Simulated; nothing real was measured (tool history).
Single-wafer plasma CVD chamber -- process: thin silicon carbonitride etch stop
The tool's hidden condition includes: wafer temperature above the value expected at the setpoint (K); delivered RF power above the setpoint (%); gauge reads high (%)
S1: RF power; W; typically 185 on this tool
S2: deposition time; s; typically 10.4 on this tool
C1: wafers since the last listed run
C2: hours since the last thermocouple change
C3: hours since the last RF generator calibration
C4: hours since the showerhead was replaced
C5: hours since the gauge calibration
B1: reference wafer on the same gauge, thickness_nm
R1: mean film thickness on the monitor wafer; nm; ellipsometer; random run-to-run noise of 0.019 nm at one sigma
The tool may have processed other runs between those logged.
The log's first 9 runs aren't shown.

run 10 hour=395.5 | S1=200 S2=10.4 | C1=1529 C2=454.4 C3=492.8 C4=3752.1 C5=1921.6 | B1=5.148 | R1=5.918
run 11 hour=435.1 | S1=200 S2=10.4 | C1=1074 C2=494.0 C3=532.4 C4=3791.7 C5=1961.2 | B1=5.150 | R1=5.958
-- hour=492.8 showerhead replaced
run 12 hour=495.0 | S1=200 S2=10.4 | C1=1407 C2=553.9 C3=592.3 C4=2.2 C5=2021.1 | B1=5.142 | R1=5.963
run 13 hour=534.2 | S1=210 S2=10.4 | C1=1063 C2=593.1 C3=631.5 C4=41.4 C5=2060.3 | B1=5.151 | R1=6.010
run 14 hour=591.7 | S1=210 S2=10.4 | C1=1559 C2=650.6 C3=689.0 C4=98.9 C5=2117.8 | B1=5.141 | R1=6.022
-- hour=656.9 gauge calibrated
run 15 hour=660.0 | S1=185 S2=10.4 | C1=1852 C2=718.9 C3=757.3 C4=167.2 C5=3.1 | B1=5.150 | R1=5.811
run 16 hour=713.2 | S1=185 S2=10.4 | C1=1443 C2=772.1 C3=810.5 C4=220.4 C5=56.3 | B1=5.149 | R1=5.804
run 17 hour=762.5 | S1=195 S2=10.4 | C1=1337 C2=821.4 C3=859.8 C4=269.7 C5=105.6 | B1=5.153 | R1=5.898
run 18 hour=797.5 | S1=205 S2=9.7 | C1=949 C2=856.4 C3=894.8 C4=304.7 C5=140.6 | B1=5.148 | R1=5.593
run 19 hour=865.3 | S1=185 S2=11.3 | C1=1839 C2=924.2 C3=962.6 C4=372.5 C5=208.4 | B1=5.145 | R1=6.283
run 20 hour=906.0 | S1=150 S2=11.3 | C1=1103 C2=964.9 C3=1003.3 C4=413.2 C5=249.1 | B1=5.149 | R1=5.889
-- hour=914.2 thermocouple changed; heater temperature recalibrated
run 21 hour=948.2 | S1=210 S2=11.5 | C1=927 C2=34.0 C3=1045.5 C4=455.4 C5=291.3 | B1=5.149 | R1=6.663
run 22 hour=1002.3 | S1=185 S2=10.4 | C1=1467 C2=88.1 C3=1099.6 C4=509.5 C5=345.4 | B1=5.153 | R1=5.819
run 23 hour=1041.6 | S1=185 S2=10.4 | C1=1065 C2=127.4 C3=1138.9 C4=548.8 C5=384.7 | B1=5.138 | R1=5.789
run 24 hour=1076.4 | S1=160 S2=9.5 | C1=943 C2=162.2 C3=1173.7 C4=583.6 C5=419.5 | B1=5.147 | R1=5.053
run 25 hour=1113.7 | S1=185 S2=11.8 | C1=1011 C2=199.5 C3=1211.0 C4=620.9 C5=456.8 | B1=5.138 | R1=6.581
run 26 hour=1157.5 | S1=160 S2=8.8 | C1=1188 C2=243.3 C3=1254.8 C4=664.7 C5=500.6 | B1=5.146 | R1=4.667
-- hour=1260.3 RF generator calibrated
run 27 hour=1296.3 | S1=205 S2=12.3 | C1=3547 C2=382.1 C3=36.0 C4=803.5 C5=639.4 | B1=5.142 | R1=7.082

What does the tool deliver on the next run?
run 28 hour=1359.3 | S1=170 S2=11.9 | C1=1708 C2=445.1 C3=99.0 C4=866.5 C5=702.4 | B1=? | R1=?

Run 28 yielded B1 5.144, R1 6.447 nm.
If the tool had no hidden condition, the same run with the same run-to-run variation would have returned R1 6.447 nm.
